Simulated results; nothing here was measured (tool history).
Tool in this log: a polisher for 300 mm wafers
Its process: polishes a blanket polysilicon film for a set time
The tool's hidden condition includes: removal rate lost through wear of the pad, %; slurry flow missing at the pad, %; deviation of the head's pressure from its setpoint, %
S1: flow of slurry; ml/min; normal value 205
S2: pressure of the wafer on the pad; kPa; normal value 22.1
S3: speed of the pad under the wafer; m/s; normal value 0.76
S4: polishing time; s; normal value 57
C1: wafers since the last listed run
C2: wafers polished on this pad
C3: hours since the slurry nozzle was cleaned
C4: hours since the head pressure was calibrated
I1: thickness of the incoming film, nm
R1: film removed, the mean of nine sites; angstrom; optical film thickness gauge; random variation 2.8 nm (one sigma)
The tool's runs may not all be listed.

run	hour	S1	S2	S3	S4	C1	C2	C3	C4	I1	R1
1	0	205	22.1	0.6	57	0	1343	460.6	569.2	1166.3	2988
# hour 22: worn pad replaced by a new one
2	29.6	205	22.1	0.6	57	320	94	490.2	598.8	1166	2909
3	61.1	170	22.1	0.76	45	393	488	521.7	630.3	1159.4	2841
4	88	205	22.1	0.76	51	336	824	548.6	657.2	1156.9	3317
5	115.9	205	22.1	0.76	51	348	1173	576.5	685.1	1174.9	3312
# hour 132.8: worn pad replaced by a new one
6	144.2	205	22.1	0.76	44	303	142	604.8	713.4	1174.6	2836
7	185.7	205	22.1	0.76	44	518	660	646.3	754.9	1161.3	2836
8	215.7	205	22.1	0.76	41	375	1035	676.3	784.9	1168.3	2633
9	229.6	205	22.1	0.76	41	173	1209	690.2	798.8	1162.6	2609
10	259.8	205	22.1	0.76	52	377	1587	720.4	829	1155.9	3304
# hour 271.8: worn pad replaced by a new one
11	280.3	205	22.1	0.76	52	206	106	740.9	849.5	1160.2	3374
# hour 294.2: slurry nozzle cleaned
12	294.7	205	22.1	0.76	52	167	273	0.5	863.9	1151.8	3463
13	307.4	205	22.1	0.76	57	158	432	13.2	876.6	1156.5	3769
14	320.7	265	22.1	0.76	57	166	598	26.5	889.9	1185.6	3897
15	332.8	205	22.1	0.76	57	151	750	38.6	902	1170.8	3816
# hour 355.1: head pressure recalibrated
16	355.6	205	15.9	0.62	57	260	1010	61.4	0.5	1160.9	2227
17	374.2	225	22.1	0.76	57	232	1242	80	19.1	1172	3836
18	388.8	165	17.2	0.66	62	182	1425	94.6	33.7	1186.4	2673
# hour 404.1: worn pad replaced by a new one
19	409.2	205	18.6	0.76	57	205	63	115	54.1	1158.6	3167
20	435.2	205	22.1	0.68	57	325	388	141	80.1	1178.3	3395
21	461	205	22.1	0.76	57	322	710	166.8	105.9	1157.3	3787
22	496	205	22.1	0.76	57	437	1148	201.8	140.9	1167.9	3790
23	515.6	205	22.1	0.76	57	245	1393	221.4	160.5	1182.3	3759
# hour 536.4: worn pad replaced by a new one
24	544.2	205	22.1	0.76	66	307	97	250	189.1	1171.5	4337
25	562.1	180	18.6	0.76	39	223	321	267.9	207	1164	2118
26	586.4	235	22.1	0.76	57	303	625	292.2	231.3	1173.2	3856
27	621.6	205	22.1	0.9	76	440	1065	327.4	266.5	1169.9	5939

Consider 5 possible next runs. They are alternatives, not a sequence: every one starts from the tool as it was left by run 27. What does each give?
A	622	205	22.1	0.76	57	5	1070	327.8	266.9	1182.6	?
B	622	140	22.1	0.76	57	5	1070	327.8	266.9	1182.6	?
C	622	155	22.1	0.76	76	5	1070	327.8	266.9	1182.6	?
D	622	205	22.1	0.92	57	5	1070	327.8	266.9	1182.6	?
E	622	245	25.5	0.66	46	5	1070	327.8	266.9	1182.6	?

run	R1
A	3764
B	3527
C	4797
D	4556
E	3120
What these runs would have given with no unlogged condition in the tool:
run	R1
A	3789
B	3561
C	4838
D	4586
E	3138

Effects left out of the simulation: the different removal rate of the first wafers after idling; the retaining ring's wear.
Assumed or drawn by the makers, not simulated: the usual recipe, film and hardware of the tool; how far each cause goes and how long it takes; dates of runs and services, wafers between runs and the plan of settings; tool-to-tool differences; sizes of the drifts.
